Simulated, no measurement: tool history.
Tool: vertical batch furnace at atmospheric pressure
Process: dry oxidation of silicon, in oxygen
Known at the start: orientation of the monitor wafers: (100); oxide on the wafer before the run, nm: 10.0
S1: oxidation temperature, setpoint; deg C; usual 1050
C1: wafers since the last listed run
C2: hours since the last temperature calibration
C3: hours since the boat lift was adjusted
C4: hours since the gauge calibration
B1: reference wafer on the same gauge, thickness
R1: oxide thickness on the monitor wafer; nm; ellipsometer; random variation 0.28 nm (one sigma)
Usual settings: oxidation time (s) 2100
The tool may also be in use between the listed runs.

run 1 hour=0 | S1=1050 oxidation_time_(s)=2100 | C1=0 C2=1724.9 C3=1547.9 C4=1656.1 | B1=58.97 | R1=63.23
run 2 hour=57.8 | S1=1050 oxidation_time_(s)=2100 | C1=630 C2=1782.7 C3=1605.7 C4=1713.9 | B1=58.99 | R1=63.94
run 3 hour=115.7 | S1=1050 oxidation_time_(s)=2100 | C1=631 C2=1840.6 C3=1663.6 C4=1771.8 | B1=58.97 | R1=64.26
run 4 hour=174.1 | S1=1042 oxidation_time_(s)=2100 | C1=636 C2=1899 C3=1722 C4=1830.2 | B1=59.01 | R1=59.97
run 5 hour=213.3 | S1=1042 oxidation_time_(s)=2100 | C1=427 C2=1938.2 C3=1761.2 C4=1869.4 | B1=58.93 | R1=60
run 6 hour=241.1 | S1=1042 oxidation_time_(s)=2100 | C1=303 C2=1966 C3=1789 C4=1897.2 | B1=59.03 | R1=60.5
run 7 hour=304.1 | S1=1050 oxidation_time_(s)=2610 | C1=686 C2=2029 C3=1852 C4=1960.2 | B1=59 | R1=73.04
run 8 hour=330.4 | S1=1050 oxidation_time_(s)=2610 | C1=286 C2=2055.3 C3=1878.3 C4=1986.5 | B1=58.96 | R1=72.67
run 9 hour=368 | S1=1050 oxidation_time_(s)=2100 | C1=409 C2=2092.9 C3=1915.9 C4=2024.1 | B1=59 | R1=64.09
run 10 hour=425.2 | S1=1050 oxidation_time_(s)=2100 | C1=623 C2=2150.1 C3=1973.1 C4=2081.3 | B1=58.95 | R1=64.98
run 11 hour=490.3 | S1=1067 oxidation_time_(s)=2100 | C1=709 C2=2215.2 C3=2038.2 C4=2146.4 | B1=58.96 | R1=73.28
run 12 hour=549.4 | S1=1067 oxidation_time_(s)=2100 | C1=644 C2=2274.3 C3=2097.3 C4=2205.5 | B1=59.01 | R1=73.68
run 13 hour=574.5 | S1=1067 oxidation_time_(s)=2100 | C1=273 C2=2299.4 C3=2122.4 C4=2230.6 | B1=58.98 | R1=73
-- hour=591.9 gauge calibrated
run 14 hour=640.1 | S1=1062 oxidation_time_(s)=2100 | C1=715 C2=2365 C3=2188 C4=48.2 | B1=59 | R1=71.21
run 15 hour=710 | S1=1050 oxidation_time_(s)=2100 | C1=762 C2=2434.9 C3=2257.9 C4=118.1 | B1=58.98 | R1=64.66
run 16 hour=737.4 | S1=1039 oxidation_time_(s)=2100 | C1=298 C2=2462.3 C3=2285.3 C4=145.5 | B1=59.02 | R1=59.2
run 17 hour=775.9 | S1=1039 oxidation_time_(s)=2100 | C1=419 C2=2500.8 C3=2323.8 C4=184 | B1=59.01 | R1=59.37
run 18 hour=826.3 | S1=1058 oxidation_time_(s)=2100 | C1=549 C2=2551.2 C3=2374.2 C4=234.4 | B1=59.02 | R1=69.17
run 19 hour=852.5 | S1=1058 oxidation_time_(s)=2100 | C1=285 C2=2577.4 C3=2400.4 C4=260.6 | B1=59.03 | R1=69.31
run 20 hour=882.2 | S1=1028 oxidation_time_(s)=2100 | C1=323 C2=2607.1 C3=2430.1 C4=290.3 | B1=59.01 | R1=53.97
run 21 hour=941.5 | S1=1038 oxidation_time_(s)=2100 | C1=646 C2=2666.4 C3=2489.4 C4=349.6 | B1=58.99 | R1=58.82
-- hour=968.6 thermocouples replaced and temperature profile calibrated
run 22 hour=983.8 | S1=1058 oxidation_time_(s)=2100 | C1=199 C2=15.2 C3=2531.7 C4=391.9 | B1=59.03 | R1=66.96
run 23 hour=1054.9 | S1=1061 oxidation_time_(s)=2790 | C1=775 C2=86.3 C3=2602.8 C4=463 | B1=59.01 | R1=81.72
run 24 hour=1111.1 | S1=1027 oxidation_time_(s)=2100 | C1=612 C2=142.5 C3=2659 C4=519.2 | B1=59.02 | R1=52
-- hour=1148.1 boat lift adjusted
run 25 hour=1164.5 | S1=1050 oxidation_time_(s)=2100 | C1=320 C2=195.9 C3=16.4 C4=572.6 | B1=58.97 | R1=63.08
run 26 hour=1190.4 | S1=1068 oxidation_time_(s)=2100 | C1=282 C2=221.8 C3=42.3 C4=598.5 | B1=59.03 | R1=72.62
run 27 hour=1346.8 | S1=1040 oxidation_time_(s)=2760 | C1=1704 C2=378.2 C3=198.7 C4=754.9 | B1=59.02 | R1=68.54
run 28 hour=1392.8 | S1=1058 oxidation_time_(s)=2790 | C1=501 C2=424.2 C3=244.7 C4=800.9 | B1=59 | R1=79.36
run 29 hour=1462.6 | S1=1037 oxidation_time_(s)=2100 | C1=760 C2=494 C3=314.5 C4=870.7 | B1=59 | R1=56.35
run 30 hour=1527.2 | S1=1050 oxidation_time_(s)=2610 | C1=704 C2=558.6 C3=379.1 C4=935.3 | B1=58.99 | R1=71.39
run 31 hour=1594.5 | S1=1050 oxidation_time_(s)=2100 | C1=733 C2=625.9 C3=446.4 C4=1002.6 | B1=59.01 | R1=62.51
run 32 hour=1635.4 | S1=1066 oxidation_time_(s)=3090 | C1=445 C2=666.8 C3=487.3 C4=1043.5 | B1=59.03 | R1=89.96
run 33 hour=1684.8 | S1=1050 oxidation_time_(s)=3150 | C1=538 C2=716.2 C3=536.7 C4=1092.9 | B1=58.93 | R1=80.55
run 34 hour=1715.1 | S1=1030 oxidation_time_(s)=2100 | C1=330 C2=746.5 C3=567 C4=1123.2 | B1=59.05 | R1=53.84
run 35 hour=1784.6 | S1=1035 oxidation_time_(s)=2100 | C1=757 C2=816 C3=636.5 C4=1192.7 | B1=59 | R1=55.66
run 36 hour=1810.2 | S1=1033 oxidation_time_(s)=2100 | C1=279 C2=841.6 C3=662.1 C4=1218.3 | B1=58.98 | R1=54.91
run 37 hour=1838.2 | S1=1027 oxidation_time_(s)=2100 | C1=305 C2=869.6 C3=690.1 C4=1246.3 | B1=59.01 | R1=51.93
run 38 hour=1899.6 | S1=1067 oxidation_time_(s)=2100 | C1=669 C2=931 C3=751.5 C4=1307.7 | B1=58.96 | R1=72.04
run 39 hour=1967.2 | S1=1036 oxidation_time_(s)=2490 | C1=736 C2=998.6 C3=819.1 C4=1375.3 | B1=59 | R1=62.21

Forecast each of these 4 alternatives for the next run:
run A hour=1971.5 | S1=1050 oxidation_time_(s)=2100 | C1=46 C2=1002.9 C3=823.4 C4=1379.6 | B1=? | R1=?
run B hour=1971.5 | S1=1041 oxidation_time_(s)=2100 | C1=46 C2=1002.9 C3=823.4 C4=1379.6 | B1=? | R1=?
run C hour=1971.5 | S1=1064 oxidation_time_(s)=1530 | C1=46 C2=1002.9 C3=823.4 C4=1379.6 | B1=? | R1=?
run D hour=1971.5 | S1=1027 oxidation_time_(s)=1380 | C1=46 C2=1002.9 C3=823.4 C4=1379.6 | B1=? | R1=?

run=A B1=59.01 R1=63.31
run=B B1=59.01 R1=58.85
run=C B1=59.01 R1=59.02
run=D B1=59.01 R1=41.77
Without the tool's hidden state the same runs would have given:
run=A R1=62.99
run=B R1=58.55
run=C R1=58.74
run=D R1=41.56
